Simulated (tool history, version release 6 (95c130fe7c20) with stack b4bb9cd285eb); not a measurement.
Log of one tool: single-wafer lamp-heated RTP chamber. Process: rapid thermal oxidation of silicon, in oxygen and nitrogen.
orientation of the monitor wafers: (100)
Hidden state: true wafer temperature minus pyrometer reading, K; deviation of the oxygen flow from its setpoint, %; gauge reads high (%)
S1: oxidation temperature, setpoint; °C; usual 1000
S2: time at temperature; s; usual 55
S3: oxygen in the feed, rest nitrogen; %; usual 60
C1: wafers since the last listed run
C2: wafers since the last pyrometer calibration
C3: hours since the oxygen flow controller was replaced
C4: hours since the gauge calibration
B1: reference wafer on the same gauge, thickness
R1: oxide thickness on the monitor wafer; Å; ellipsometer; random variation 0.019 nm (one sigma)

Run 1, day 0: usual settings but S2 76 s; C1 0; C2 2593; C3 6550; C4 131.9; B1 4.269. Result: R1 55.02 Å.
Run 2, day 0.7: usual settings; C1 159; C2 2753; C3 6566.8; C4 148.7; B1 4.272. Result: R1 47.54 Å.
Run 3, day 1.075: usual settings; C1 85; C2 2838; C3 6575.8; C4 157.7; B1 4.268. Result: R1 47.31 Å.
Run 4, day 1.638: usual settings; C1 128; C2 2967; C3 6589.3; C4 171.2; B1 4.273. Result: R1 47.59 Å.
Run 5, day 2.242: usual settings; C1 137; C2 3104; C3 6603.8; C4 185.7; B1 4.268. Result: R1 47.48 Å.
Run 6, day 2.979: usual settings but S1 1021 °C; C1 168; C2 3273; C3 6621.5; C4 203.4; B1 4.267. Result: R1 55.14 Å.
Run 7, day 3.65: usual settings but S1 987 °C; C1 152; C2 3426; C3 6637.6; C4 219.5; B1 4.272. Result: R1 43.4 Å.
Run 8, day 4.217: usual settings but S1 987 °C; C1 129; C2 3555; C3 6651.2; C4 233.1; B1 4.267. Result: R1 43.74 Å.
Run 9, day 4.804: usual settings but S1 987 °C; C1 133; C2 3689; C3 6665.3; C4 247.2; B1 4.269. Result: R1 43.81 Å.
Run 10, day 5.55: usual settings but S1 1020 °C, S2 42 s; C1 170; C2 3859; C3 6683.2; C4 265.1; B1 4.27. Result: R1 48.94 Å.
Run 11, day 6.025: usual settings but S1 1020 °C, S2 42 s; C1 108; C2 3967; C3 6694.6; C4 276.5; B1 4.268. Result: R1 49.13 Å.
Run 12, day 6.546: usual settings but S1 1020 °C, S2 42 s; C1 118; C2 4086; C3 6707.1; C4 289; B1 4.275. Result: R1 49.12 Å.
Run 13, day 6.933: usual settings but S3 44 %; C1 88; C2 4174; C3 6716.4; C4 298.3; B1 4.265. Result: R1 43.31 Å.
Run 14, day 7.396: usual settings but S3 44 %; C1 105; C2 4280; C3 6727.5; C4 309.4; B1 4.269. Result: R1 43.2 Å.
Run 15, day 7.717: usual settings but S1 1019 °C, S2 76 s; C1 73; C2 4353; C3 6735.2; C4 317.1; B1 4.268. Result: R1 63.06 Å.
Run 16, day 8.125: usual settings but S1 1019 °C, S2 76 s; C1 93; C2 4446; C3 6745; C4 326.9; B1 4.273. Result: R1 63.36 Å.
Run 17, day 9.504: usual settings but S1 1015 °C, S2 68 s, S3 47 %; C1 314; C2 4760; C3 6778.1; C4 360; B1 4.27. Result: R1 53.83 Å.
Run 18, day 9.804: usual settings but S1 1017 °C, S2 30 s; C1 68; C2 4829; C3 6785.3; C4 367.2; B1 4.269. Result: R1 42.38 Å.
Run 19, day 10.492: usual settings but S1 1019 °C, S2 76 s; C1 156; C2 4985; C3 6801.8; C4 383.7; B1 4.27. Result: R1 63.21 Å.
Run 20, day 10.988: usual settings but S2 76 s; C1 113; C2 5098; C3 6813.7; C4 395.6; B1 4.268. Result: R1 55.2 Å.
At day 11.246: gauge calibrated.
Run 21, day 11.479: usual settings but S3 78 %; C1 112; C2 5210; C3 6825.5; C4 5.6; B1 4.268. Result: R1 52.89 Å.
Run 22, day 11.946: usual settings but S1 972 °C, S2 67 s, S3 76 %; C1 106; C2 5317; C3 6836.7; C4 16.8; B1 4.266. Result: R1 46.91 Å.
Run 23, day 12.608: usual settings; C1 151; C2 5468; C3 6852.6; C4 32.7; B1 4.269. Result: R1 48.24 Å.
At day 13.079: pyrometer window cleaned and pyrometer calibrated.
Run 24, day 13.108: usual settings but S1 978 °C, S2 36 s, S3 88 %; C1 37; C2 6; C3 6864.6; C4 44.7; B1 4.264. Result: R1 38.55 Å.
At day 13.596: oxygen flow controller replaced.
Run 25, day 13.617: usual settings but S2 41 s, S3 82 %; C1 39; C2 46; C3 0.5; C4 56.9; B1 4.269. Result: R1 46.52 Å.
Run 26, day 14.067: usual settings; C1 102; C2 148; C3 11.3; C4 67.7; B1 4.271. Result: R1 47.42 Å.
Run 27, day 14.688: usual settings but S1 1015 °C, S2 42 s, S3 42 %; C1 141; C2 290; C3 26.2; C4 82.6; B1 4.276. Result: R1 41.78 Å.
Run 28, day 15.321: usual settings; C1 144; C2 434; C3 41.4; C4 97.8; B1 4.266. Result: R1 47.42 Å.
Run 29, day 15.975: usual settings but S2 75 s, S3 34 %; C1 149; C2 583; C3 57.1; C4 113.5; B1 4.268. Result: R1 45.01 Å.
Run 30, day 16.533: usual settings; C1 127; C2 711; C3 70.5; C4 126.9; B1 4.267. Result: R1 47.56 Å.
Run 31, day 17.042: usual settings but S2 74 s; C1 115; C2 827; C3 82.7; C4 139.1; B1 4.27. Result: R1 53.43 Å.
Run 32, day 17.567: usual settings but S1 990 °C, S2 67 s, S3 74 %; C1 119; C2 946; C3 95.3; C4 151.7; B1 4.269. Result: R1 51.68 Å.

Forecast each of these 5 alternatives for the next run:
Run A, day 17.583: usual settings; C1 3; C2 950; C3 95.7; C4 152.1; B1 ?. Result: R1 ?.
Run B, day 17.583: usual settings but S1 984 °C; C1 3; C2 950; C3 95.7; C4 152.1; B1 ?. Result: R1 ?.
Run C, day 17.583: usual settings but S1 1027 °C, S3 77 %; C1 3; C2 950; C3 95.7; C4 152.1; B1 ?. Result: R1 ?.
Run D, day 17.583: usual settings but S1 984 °C, S2 75 s, S3 70 %; C1 3; C2 950; C3 95.7; C4 152.1; B1 ?. Result: R1 ?.
Run E, day 17.583: usual settings but S1 991 °C, S2 45 s, S3 75 %; C1 3; C2 950; C3 95.7; C4 152.1; B1 ?. Result: R1 ?.

run     B1     R1
  A  4.269  47.26
  B  4.269  42.29
  C  4.269  62.29
  D  4.269  50.69
  E  4.269  43.92
Without the tool's hidden state the same runs would have given:
run     R1
  A  47.06
  B  42.12
  C  62.02
  D  50.47
  E  43.74
